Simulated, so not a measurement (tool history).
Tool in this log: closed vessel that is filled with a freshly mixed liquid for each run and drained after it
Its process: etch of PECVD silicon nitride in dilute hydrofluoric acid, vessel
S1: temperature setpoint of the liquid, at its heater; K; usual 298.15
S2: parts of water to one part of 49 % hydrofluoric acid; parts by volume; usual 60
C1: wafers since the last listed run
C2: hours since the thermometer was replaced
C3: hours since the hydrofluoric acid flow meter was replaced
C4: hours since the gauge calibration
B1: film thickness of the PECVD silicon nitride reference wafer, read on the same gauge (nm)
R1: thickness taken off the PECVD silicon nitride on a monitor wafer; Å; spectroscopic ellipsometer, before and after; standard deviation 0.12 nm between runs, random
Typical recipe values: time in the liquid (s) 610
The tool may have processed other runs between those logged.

{"run": 1, "hour": 0.0, "S1": 298.15, "S2": 70, "time in the liquid (s)": 610, "C1": 0, "C2": 298.1, "C3": 833.9, "C4": 1255.7, "B1": 119.98, "R1": 236.5}
{"hour": 37.3, "done": "gauge calibrated"}
{"run": 2, "hour": 83.0, "S1": 298.15, "S2": 70, "time in the liquid (s)": 610, "C1": 6158, "C2": 381.1, "C3": 916.9, "C4": 45.7, "B1": 120.01, "R1": 237.3}
{"run": 3, "hour": 152.1, "S1": 298.15, "S2": 60, "time in the liquid (s)": 610, "C1": 5127, "C2": 450.2, "C3": 986, "C4": 114.8, "B1": 119.98, "R1": 279.8}
{"run": 4, "hour": 219.3, "S1": 298.15, "S2": 60, "time in the liquid (s)": 610, "C1": 4986, "C2": 517.4, "C3": 1053.2, "C4": 182, "B1": 119.99, "R1": 280.1}
{"run": 5, "hour": 315.4, "S1": 298.15, "S2": 60, "time in the liquid (s)": 610, "C1": 7130, "C2": 613.5, "C3": 1149.3, "C4": 278.1, "B1": 120, "R1": 280.1}
{"run": 6, "hour": 407.6, "S1": 298.15, "S2": 60, "time in the liquid (s)": 785, "C1": 6841, "C2": 705.7, "C3": 1241.5, "C4": 370.3, "B1": 119.99, "R1": 364.7}
{"run": 7, "hour": 487.6, "S1": 298.15, "S2": 60, "time in the liquid (s)": 610, "C1": 5936, "C2": 785.7, "C3": 1321.5, "C4": 450.3, "B1": 119.99, "R1": 282.6}
{"run": 8, "hour": 586.9, "S1": 298.15, "S2": 60, "time in the liquid (s)": 610, "C1": 7368, "C2": 885, "C3": 1420.8, "C4": 549.6, "B1": 120.02, "R1": 285.5}
{"run": 9, "hour": 642.7, "S1": 298.15, "S2": 60, "time in the liquid (s)": 610, "C1": 4140, "C2": 940.8, "C3": 1476.6, "C4": 605.4, "B1": 120, "R1": 285.5}
{"run": 10, "hour": 744.2, "S1": 298.15, "S2": 60, "time in the liquid (s)": 610, "C1": 7531, "C2": 1042.3, "C3": 1578.1, "C4": 706.9, "B1": 119.97, "R1": 285.9}
{"run": 11, "hour": 796.8, "S1": 298.15, "S2": 60, "time in the liquid (s)": 610, "C1": 3903, "C2": 1094.9, "C3": 1630.7, "C4": 759.5, "B1": 119.99, "R1": 285.6}
{"hour": 845.0, "done": "hydrofluoric acid flow meter replaced"}
{"run": 12, "hour": 864.7, "S1": 298.15, "S2": 60, "time in the liquid (s)": 610, "C1": 4964, "C2": 1162.8, "C3": 19.7, "C4": 827.4, "B1": 119.99, "R1": 285}

Run 13 has not been measured yet. What should we expect?
{"hour": 901.1, "done": "thermometer replaced"}
{"run": 13, "hour": 924.9, "S1": 296.65, "S2": 80, "time in the liquid (s)": 715, "C1": 4392, "C2": 23.8, "C3": 79.9, "C4": 887.6, "B1": "?", "R1": "?"}

For run 13 the tool returned B1 120.02, R1 219.1 Å.
Take away the tool's hidden state, keep the run-to-run variation as it was, and the same run would have given R1 218.4 Å.
